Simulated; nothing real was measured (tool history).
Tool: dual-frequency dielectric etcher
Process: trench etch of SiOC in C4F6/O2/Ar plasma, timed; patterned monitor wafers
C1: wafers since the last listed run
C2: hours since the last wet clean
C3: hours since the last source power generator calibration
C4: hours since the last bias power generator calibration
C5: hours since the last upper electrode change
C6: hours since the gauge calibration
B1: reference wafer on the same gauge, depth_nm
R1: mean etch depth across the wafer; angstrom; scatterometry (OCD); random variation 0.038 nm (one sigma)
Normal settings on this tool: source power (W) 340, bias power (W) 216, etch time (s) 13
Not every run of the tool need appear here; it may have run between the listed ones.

{"run": 1, "hour": 0.0, "source power (W)": 340, "bias power (W)": 197, "etch time (s)": 13, "C1": 0, "C2": 143, "C3": 2338.4, "C4": 2484.6, "C5": 2199.6, "C6": 97.6, "B1": 23.2, "R1": 238.9}
{"run": 2, "hour": 8.5, "source power (W)": 340, "bias power (W)": 216, "etch time (s)": 16, "C1": 78, "C2": 151.5, "C3": 2346.9, "C4": 2493.1, "C5": 2208.1, "C6": 106.1, "B1": 23.21, "R1": 308}
{"run": 3, "hour": 18.3, "source power (W)": 340, "bias power (W)": 216, "etch time (s)": 16, "C1": 89, "C2": 161.3, "C3": 2356.7, "C4": 2502.9, "C5": 2217.9, "C6": 115.9, "B1": 23.2, "R1": 307.8}
{"run": 4, "hour": 32.6, "source power (W)": 340, "bias power (W)": 216, "etch time (s)": 13, "C1": 131, "C2": 175.6, "C3": 2371, "C4": 2517.2, "C5": 2232.2, "C6": 130.2, "B1": 23.2, "R1": 249.9}
{"run": 5, "hour": 40.6, "source power (W)": 340, "bias power (W)": 216, "etch time (s)": 13, "C1": 73, "C2": 183.6, "C3": 2379, "C4": 2525.2, "C5": 2240.2, "C6": 138.2, "B1": 23.2, "R1": 249.7}
{"run": 6, "hour": 65.4, "source power (W)": 340, "bias power (W)": 190, "etch time (s)": 13, "C1": 227, "C2": 208.4, "C3": 2403.8, "C4": 2550, "C5": 2265, "C6": 163, "B1": 23.19, "R1": 233.8}
{"run": 7, "hour": 71.8, "source power (W)": 340, "bias power (W)": 190, "etch time (s)": 13, "C1": 58, "C2": 214.8, "C3": 2410.2, "C4": 2556.4, "C5": 2271.4, "C6": 169.4, "B1": 23.21, "R1": 233.6}
{"run": 8, "hour": 89.7, "source power (W)": 340, "bias power (W)": 216, "etch time (s)": 13, "C1": 164, "C2": 232.7, "C3": 2428.1, "C4": 2574.3, "C5": 2289.3, "C6": 187.3, "B1": 23.2, "R1": 248.9}
{"run": 9, "hour": 97.6, "source power (W)": 340, "bias power (W)": 216, "etch time (s)": 13, "C1": 72, "C2": 240.6, "C3": 2436, "C4": 2582.2, "C5": 2297.2, "C6": 195.2, "B1": 23.21, "R1": 248.8}
{"run": 10, "hour": 114.8, "source power (W)": 340, "bias power (W)": 216, "etch time (s)": 13, "C1": 157, "C2": 257.8, "C3": 2453.2, "C4": 2599.4, "C5": 2314.4, "C6": 212.4, "B1": 23.19, "R1": 248.3}
{"hour": 122.4, "done": "bias power generator calibrated"}
{"hour": 130.3, "done": "source power generator calibrated"}
{"run": 11, "hour": 130.8, "source power (W)": 340, "bias power (W)": 216, "etch time (s)": 13, "C1": 73, "C2": 273.8, "C3": 0.5, "C4": 8.4, "C5": 2330.4, "C6": 228.4, "B1": 23.21, "R1": 248.7}
{"run": 12, "hour": 138.8, "source power (W)": 340, "bias power (W)": 216, "etch time (s)": 13, "C1": 73, "C2": 281.8, "C3": 8.5, "C4": 16.4, "C5": 2338.4, "C6": 236.4, "B1": 23.2, "R1": 248.2}
{"hour": 143.8, "done": "gauge calibrated"}
{"run": 13, "hour": 151.6, "source power (W)": 340, "bias power (W)": 216, "etch time (s)": 13, "C1": 117, "C2": 294.6, "C3": 21.3, "C4": 29.2, "C5": 2351.2, "C6": 7.8, "B1": 23.2, "R1": 247.6}
{"run": 14, "hour": 165.9, "source power (W)": 340, "bias power (W)": 216, "etch time (s)": 13, "C1": 131, "C2": 308.9, "C3": 35.6, "C4": 43.5, "C5": 2365.5, "C6": 22.1, "B1": 23.2, "R1": 248.6}
{"hour": 195.6, "done": "wet clean of the chamber"}
{"hour": 213.0, "done": "upper electrode replaced"}
{"run": 15, "hour": 213.5, "source power (W)": 340, "bias power (W)": 216, "etch time (s)": 9.5, "C1": 56, "C2": 17.9, "C3": 83.2, "C4": 91.1, "C5": 0.5, "C6": 69.7, "B1": 23.19, "R1": 183.5}
{"run": 16, "hour": 213.8, "source power (W)": 340, "bias power (W)": 180, "etch time (s)": 13, "C1": 2, "C2": 18.2, "C3": 83.5, "C4": 91.4, "C5": 0.8, "C6": 70, "B1": 23.2, "R1": 229.2}
{"run": 17, "hour": 214.1, "source power (W)": 340, "bias power (W)": 216, "etch time (s)": 13, "C1": 2, "C2": 18.5, "C3": 83.8, "C4": 91.7, "C5": 1.1, "C6": 70.3, "B1": 23.21, "R1": 252}
{"run": 18, "hour": 214.4, "source power (W)": 280, "bias power (W)": 216, "etch time (s)": 11, "C1": 2, "C2": 18.8, "C3": 84.1, "C4": 92, "C5": 1.4, "C6": 70.6, "B1": 23.2, "R1": 196.3}
{"run": 19, "hour": 232.1, "source power (W)": 340, "bias power (W)": 216, "etch time (s)": 13, "C1": 162, "C2": 36.5, "C3": 101.8, "C4": 109.7, "C5": 19.1, "C6": 88.3, "B1": 23.2, "R1": 251.3}
{"run": 20, "hour": 241.7, "source power (W)": 340, "bias power (W)": 171, "etch time (s)": 13, "C1": 88, "C2": 46.1, "C3": 111.4, "C4": 119.3, "C5": 28.7, "C6": 97.9, "B1": 23.2, "R1": 223.2}
{"run": 21, "hour": 250.0, "source power (W)": 340, "bias power (W)": 216, "etch time (s)": 13, "C1": 76, "C2": 54.4, "C3": 119.7, "C4": 127.6, "C5": 37, "C6": 106.2, "B1": 23.2, "R1": 250.8}
{"run": 22, "hour": 264.3, "source power (W)": 340, "bias power (W)": 216, "etch time (s)": 13, "C1": 131, "C2": 68.7, "C3": 134, "C4": 141.9, "C5": 51.3, "C6": 120.5, "B1": 23.19, "R1": 250.3}
{"run": 23, "hour": 276.2, "source power (W)": 370, "bias power (W)": 216, "etch time (s)": 13, "C1": 109, "C2": 80.6, "C3": 145.9, "C4": 153.8, "C5": 63.2, "C6": 132.4, "B1": 23.18, "R1": 260.3}
{"run": 24, "hour": 292.4, "source power (W)": 270, "bias power (W)": 235, "etch time (s)": 17, "C1": 148, "C2": 96.8, "C3": 162.1, "C4": 170, "C5": 79.4, "C6": 148.6, "B1": 23.19, "R1": 309.3}
{"run": 25, "hour": 303.8, "source power (W)": 410, "bias power (W)": 251, "etch time (s)": 13, "C1": 104, "C2": 108.2, "C3": 173.5, "C4": 181.4, "C5": 90.8, "C6": 160, "B1": 23.2, "R1": 291}
{"run": 26, "hour": 319.0, "source power (W)": 260, "bias power (W)": 262, "etch time (s)": 11.5, "C1": 139, "C2": 123.4, "C3": 188.7, "C4": 196.6, "C5": 106, "C6": 175.2, "B1": 23.22, "R1": 217}
{"run": 27, "hour": 334.4, "source power (W)": 340, "bias power (W)": 232, "etch time (s)": 11.5, "C1": 141, "C2": 138.8, "C3": 204.1, "C4": 212, "C5": 121.4, "C6": 190.6, "B1": 23.21, "R1": 229.4}
{"run": 28, "hour": 350.9, "source power (W)": 400, "bias power (W)": 255, "etch time (s)": 15, "C1": 151, "C2": 155.3, "C3": 220.6, "C4": 228.5, "C5": 137.9, "C6": 207.1, "B1": 23.21, "R1": 333.9}

Consider 4 possible next runs. They are alternatives, not a sequence: every one starts from the tool as it was left by run 28. What does each give?
{"run": "A", "hour": 351.3, "source power (W)": 340, "bias power (W)": 216, "etch time (s)": 13, "C1": 3, "C2": 155.7, "C3": 221, "C4": 228.9, "C5": 138.3, "C6": 207.5, "B1": "?", "R1": "?"}
{"run": "B", "hour": 351.3, "source power (W)": 340, "bias power (W)": 216, "etch time (s)": 14, "C1": 3, "C2": 155.7, "C3": 221, "C4": 228.9, "C5": 138.3, "C6": 207.5, "B1": "?", "R1": "?"}
{"run": "C", "hour": 351.3, "source power (W)": 380, "bias power (W)": 184, "etch time (s)": 13, "C1": 3, "C2": 155.7, "C3": 221, "C4": 228.9, "C5": 138.3, "C6": 207.5, "B1": "?", "R1": "?"}
{"run": "D", "hour": 351.3, "source power (W)": 270, "bias power (W)": 191, "etch time (s)": 13, "C1": 3, "C2": 155.7, "C3": 221, "C4": 228.9, "C5": 138.3, "C6": 207.5, "B1": "?", "R1": "?"}

run=A B1=23.2 R1=249.6
run=B B1=23.2 R1=268.8
run=C B1=23.2 R1=241.1
run=D B1=23.2 R1=212.5
The same runs, with their run-to-run variation unchanged, on a tool lacking any hidden condition would have given:
run=A R1=251.4
run=B R1=270.8
run=C R1=242.9
run=D R1=214.1

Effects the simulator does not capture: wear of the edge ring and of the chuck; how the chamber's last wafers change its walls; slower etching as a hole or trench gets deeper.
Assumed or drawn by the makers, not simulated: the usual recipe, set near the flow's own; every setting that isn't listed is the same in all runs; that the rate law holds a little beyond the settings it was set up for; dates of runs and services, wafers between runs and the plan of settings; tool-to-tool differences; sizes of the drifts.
